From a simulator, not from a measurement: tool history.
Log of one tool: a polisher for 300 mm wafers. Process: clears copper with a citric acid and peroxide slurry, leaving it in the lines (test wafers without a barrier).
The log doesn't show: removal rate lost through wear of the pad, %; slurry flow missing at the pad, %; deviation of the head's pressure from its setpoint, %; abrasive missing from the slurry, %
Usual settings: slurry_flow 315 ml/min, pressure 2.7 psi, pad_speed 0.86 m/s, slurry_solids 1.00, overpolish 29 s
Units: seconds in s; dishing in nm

run	hour	slurry_flow	pressure	pad_speed	slurry_solids	overpolish	wafers since the last listed run	wafers polished on this pad	hours since the slurry nozzle was cleaned	hours since the head pressure was calibrated	hours since the slurry blender was calibrated	incoming thickness of the incoming film, nm	seconds	dishing
1	0.0	315	2.7	0.70	1.00	29	0	431	208.8	1099.7	1.0	168.3	109.2	28.0
2	27.4	315	2.7	0.70	1.00	29	207	639	236.2	1127.1	28.4	163.4	107.3	27.8
3	40.7	360	2.7	1.06	1.00	29	100	740	249.5	1140.4	41.7	166.4	72.4	35.8
4	56.9	360	2.7	1.06	1.00	29	122	862	265.7	1156.6	57.9	164.7	74.6	38.7
# hour 67.1: slurry nozzle cleaned
5	73.6	360	2.7	1.06	1.00	29	119	982	6.5	1173.3	74.6	164.8	76.7	36.8
# hour 83.9: worn pad replaced by a new one
6	108.6	315	2.7	0.86	1.00	29	235	187	41.5	1208.3	109.6	164.3	84.1	33.1
7	139.5	315	2.7	0.86	0.75	29	234	421	72.4	1239.2	140.5	166.0	92.2	31.6
8	159.9	315	2.7	0.86	0.75	29	154	576	92.8	1259.6	160.9	164.1	92.1	31.5
9	187.6	315	2.7	0.86	1.00	29	210	786	120.5	1287.3	188.6	167.1	93.8	31.9
10	203.8	315	2.7	0.86	1.00	29	122	909	136.7	1303.5	204.8	164.0	91.8	30.2
# hour 214.0: worn pad replaced by a new one
11	218.3	315	2.7	0.86	1.10	29	79	32	151.2	1318.0	219.3	165.3	86.2	32.0
12	232.1	315	2.7	0.86	1.10	29	104	137	165.0	1331.8	233.1	166.9	87.5	32.3
13	247.3	315	2.7	0.86	1.10	16	115	252	180.2	1347.0	248.3	163.9	85.1	19.4
14	265.1	315	2.7	0.86	1.10	16	135	387	198.0	1364.8	266.1	165.6	87.2	20.0
# hour 280.0: head pressure recalibrated
15	298.8	350	2.7	1.02	0.85	24	240	628	231.7	18.8	299.8	167.0	80.7	30.4
16	316.9	315	3.4	0.86	0.80	43	137	765	249.8	36.9	317.9	162.1	74.4	48.7
17	347.3	280	2.7	0.86	1.00	34	230	996	280.2	67.3	348.3	165.2	99.3	33.9
# hour 355.1: worn pad replaced by a new one
18	366.5	210	2.7	0.86	1.00	29	115	86	299.4	86.5	367.5	162.9	85.3	32.6
# hour 387.8: slurry blender recalibrated
19	388.4	315	2.7	0.86	1.00	29	150	237	321.3	108.4	0.6	165.6	85.4	34.3
20	414.3	210	2.7	0.86	1.00	29	196	433	347.2	134.3	26.5	164.2	88.6	30.9
# hour 420.5: slurry nozzle cleaned
21	449.7	315	3.6	0.86	1.00	38	261	694	29.2	169.7	61.9	164.4	68.3	51.3
22	468.4	315	2.7	0.86	1.00	29	141	836	47.9	188.4	80.6	165.6	90.8	30.7
# hour 510.7: worn pad replaced by a new one
23	575.0	315	2.7	0.86	1.00	29	778	488	154.5	295.0	187.2	165.8	84.7	32.2

The next listed run, before its measurement:
24	605.8	315	2.7	1.12	1.00	14	233	721	185.3	325.8	218.0	165.9	?	?

{"run 24": {"seconds": 70.2, "dishing": 21.6}}
Without the tool's hidden state the same run would have given seconds 66.0 s, dishing 22.8 nm.

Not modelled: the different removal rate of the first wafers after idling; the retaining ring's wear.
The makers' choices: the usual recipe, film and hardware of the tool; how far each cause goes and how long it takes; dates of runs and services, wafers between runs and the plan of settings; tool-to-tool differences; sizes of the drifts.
